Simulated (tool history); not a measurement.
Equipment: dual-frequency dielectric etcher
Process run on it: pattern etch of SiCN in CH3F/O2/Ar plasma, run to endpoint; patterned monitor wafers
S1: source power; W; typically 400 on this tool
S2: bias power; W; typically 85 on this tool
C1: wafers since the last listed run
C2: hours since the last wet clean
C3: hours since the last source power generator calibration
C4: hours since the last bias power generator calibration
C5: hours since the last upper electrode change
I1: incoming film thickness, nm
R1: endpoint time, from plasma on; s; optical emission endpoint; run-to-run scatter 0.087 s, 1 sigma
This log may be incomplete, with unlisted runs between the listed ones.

Run 1, hour 0: usual settings but S1 350 W; C1 0; C2 368.8; C3 1924.8; C4 1297.6; C5 4934.6; I1 7.16. Result: R1 17.1 s.
Run 2, hour 30.2: usual settings but S1 350 W; C1 268; C2 399; C3 1955; C4 1327.8; C5 4964.8; I1 7.11. Result: R1 17 s.
Run 3, hour 61.8: usual settings but S1 350 W; C1 280; C2 430.6; C3 1986.6; C4 1359.4; C5 4996.4; I1 7.07. Result: R1 16.7 s.
Run 4, hour 82.2: usual settings but S2 100 W; C1 181; C2 451; C3 2007; C4 1379.8; C5 5016.8; I1 7.08. Result: R1 14.7 s.
Run 5, hour 103.3: usual settings; C1 187; C2 472.1; C3 2028.1; C4 1400.9; C5 5037.9; I1 7.12. Result: R1 16.2 s.
Run 6, hour 127.9: usual settings; C1 218; C2 496.7; C3 2052.7; C4 1425.5; C5 5062.5; I1 7.11. Result: R1 16.1 s.
Run 7, hour 151.6: usual settings but S1 380 W; C1 210; C2 520.4; C3 2076.4; C4 1449.2; C5 5086.2; I1 7.13. Result: R1 16.4 s.
Run 8, hour 176.3: usual settings but S1 380 W; C1 219; C2 545.1; C3 2101.1; C4 1473.9; C5 5110.9; I1 7.12. Result: R1 16.2 s.
Run 9, hour 211.9: usual settings but S1 470 W, S2 79 W; C1 316; C2 580.7; C3 2136.7; C4 1509.5; C5 5146.5; I1 7.16. Result: R1 15.8 s.
At hour 226.8: source power generator calibrated.
At hour 252: wet clean of the chamber.
Run 10, hour 282.2: usual settings but S1 470 W, S2 79 W; C1 375; C2 30.2; C3 55.4; C4 1579.8; C5 5216.8; I1 7.12. Result: R1 16.5 s.
Run 11, hour 314.8: usual settings but S1 470 W, S2 79 W; C1 289; C2 62.8; C3 88; C4 1612.4; C5 5249.4; I1 7.07. Result: R1 16.3 s.
Run 12, hour 422.4: usual settings but S1 320 W, S2 102 W; C1 956; C2 170.4; C3 195.6; C4 1720; C5 5357; I1 7.07. Result: R1 16.1 s.
Run 13, hour 447.4: usual settings but S1 320 W, S2 102 W; C1 222; C2 195.4; C3 220.6; C4 1745; C5 5382; I1 7.16. Result: R1 16.2 s.
Run 14, hour 464.5: usual settings but S1 320 W, S2 102 W; C1 151; C2 212.5; C3 237.7; C4 1762.1; C5 5399.1; I1 7.07. Result: R1 16.1 s.
At hour 480.6: bias power generator calibrated.
Run 15, hour 486: usual settings; C1 155; C2 234; C3 259.2; C4 5.4; C5 5420.6; I1 7.07. Result: R1 16.4 s.
Run 16, hour 500.4: usual settings but S1 460 W; C1 127; C2 248.4; C3 273.6; C4 19.8; C5 5435; I1 7.04. Result: R1 15.6 s.
Run 17, hour 520.2: usual settings but S1 360 W; C1 175; C2 268.2; C3 293.4; C4 39.6; C5 5454.8; I1 7.06. Result: R1 16.8 s.
Run 18, hour 542.4: usual settings; C1 197; C2 290.4; C3 315.6; C4 61.8; C5 5477; I1 7.07. Result: R1 16.4 s.
Run 19, hour 571.4: usual settings; C1 257; C2 319.4; C3 344.6; C4 90.8; C5 5506; I1 7.16. Result: R1 16.4 s.
Run 20, hour 593.4: usual settings; C1 195; C2 341.4; C3 366.6; C4 112.8; C5 5528; I1 7.11. Result: R1 16.3 s.
Run 21, hour 622.8: usual settings but S1 310 W, S2 98 W; C1 261; C2 370.8; C3 396; C4 142.2; C5 5557.4; I1 7.13. Result: R1 16.4 s.
Run 22, hour 643.4: usual settings but S1 470 W, S2 67 W; C1 183; C2 391.4; C3 416.6; C4 162.8; C5 5578; I1 7.07. Result: R1 17.3 s.
Run 23, hour 664.8: usual settings; C1 190; C2 412.8; C3 438; C4 184.2; C5 5599.4; I1 7.18. Result: R1 16.4 s.
At hour 716.5: upper electrode replaced.
Run 24, hour 717: usual settings but S1 460 W, S2 73 W; C1 250; C2 465; C3 490.2; C4 236.4; C5 0.5; I1 7.14. Result: R1 16.8 s.
Run 25, hour 717.3: usual settings but S1 440 W, S2 91 W; C1 2; C2 465.3; C3 490.5; C4 236.7; C5 0.8; I1 7.07. Result: R1 15.1 s.
Run 26, hour 734.2: usual settings but S1 440 W, S2 65 W; C1 150; C2 482.2; C3 507.4; C4 253.6; C5 17.7; I1 7.07. Result: R1 17.7 s.
Run 27, hour 766.6: usual settings; C1 287; C2 514.6; C3 539.8; C4 286; C5 50.1; I1 7.12. Result: R1 16.1 s.
Run 28, hour 786.4: usual settings but S2 68 W; C1 175; C2 534.4; C3 559.6; C4 305.8; C5 69.9; I1 7.08. Result: R1 17.8 s.
Run 29, hour 816.7: usual settings but S1 370 W, S2 76 W; C1 269; C2 564.7; C3 589.9; C4 336.1; C5 100.2; I1 7.14. Result: R1 17.3 s.
Run 30, hour 843.5: usual settings; C1 238; C2 591.5; C3 616.7; C4 362.9; C5 127; I1 7.14. Result: R1 16.1 s.
Run 31, hour 869.5: usual settings but S1 430 W; C1 231; C2 617.5; C3 642.7; C4 388.9; C5 153; I1 7.12. Result: R1 15.4 s.
At hour 909.7: wet clean of the chamber.
Run 32, hour 910.2: usual settings; C1 148; C2 0.5; C3 683.4; C4 429.6; C5 193.7; I1 7.08. Result: R1 16.5 s.
Run 33, hour 915.1: usual settings but S2 92 W; C1 43; C2 5.4; C3 688.3; C4 434.5; C5 198.6; I1 7.08. Result: R1 16 s.
Run 34, hour 948.5: usual settings but S1 300 W; C1 296; C2 38.8; C3 721.7; C4 467.9; C5 232; I1 7.1. Result: R1 18.1 s.

Run by run, hidden condition taken away, random variation retained:
The hidden state here: etch rate over this chamber's usual, %; source power that arrives over what is set, %; bias power that arrives over what is set, %.
run    R1
  1  17.5
  2  17.5
  3  17.2
  4  15.2
  5  16.7
  6  16.7
  7  17.1
  8  16.9
  9  16.5
 10  16.4
 11  16.3
 12  16.2
 13  16.4
 14  16.3
 15  16.7
 16  15.9
 17  17.1
 18  16.7
 19  16.8
 20  16.7
 21  16.9
 22  17.8
 23  16.9
 24  17.4
 25  15.6
 26  18.4
 27  16.7
 28  18.6
 29  18.1
 30  16.9
 31  16.2
 32  16.6
 33  16.1
 34  18.3

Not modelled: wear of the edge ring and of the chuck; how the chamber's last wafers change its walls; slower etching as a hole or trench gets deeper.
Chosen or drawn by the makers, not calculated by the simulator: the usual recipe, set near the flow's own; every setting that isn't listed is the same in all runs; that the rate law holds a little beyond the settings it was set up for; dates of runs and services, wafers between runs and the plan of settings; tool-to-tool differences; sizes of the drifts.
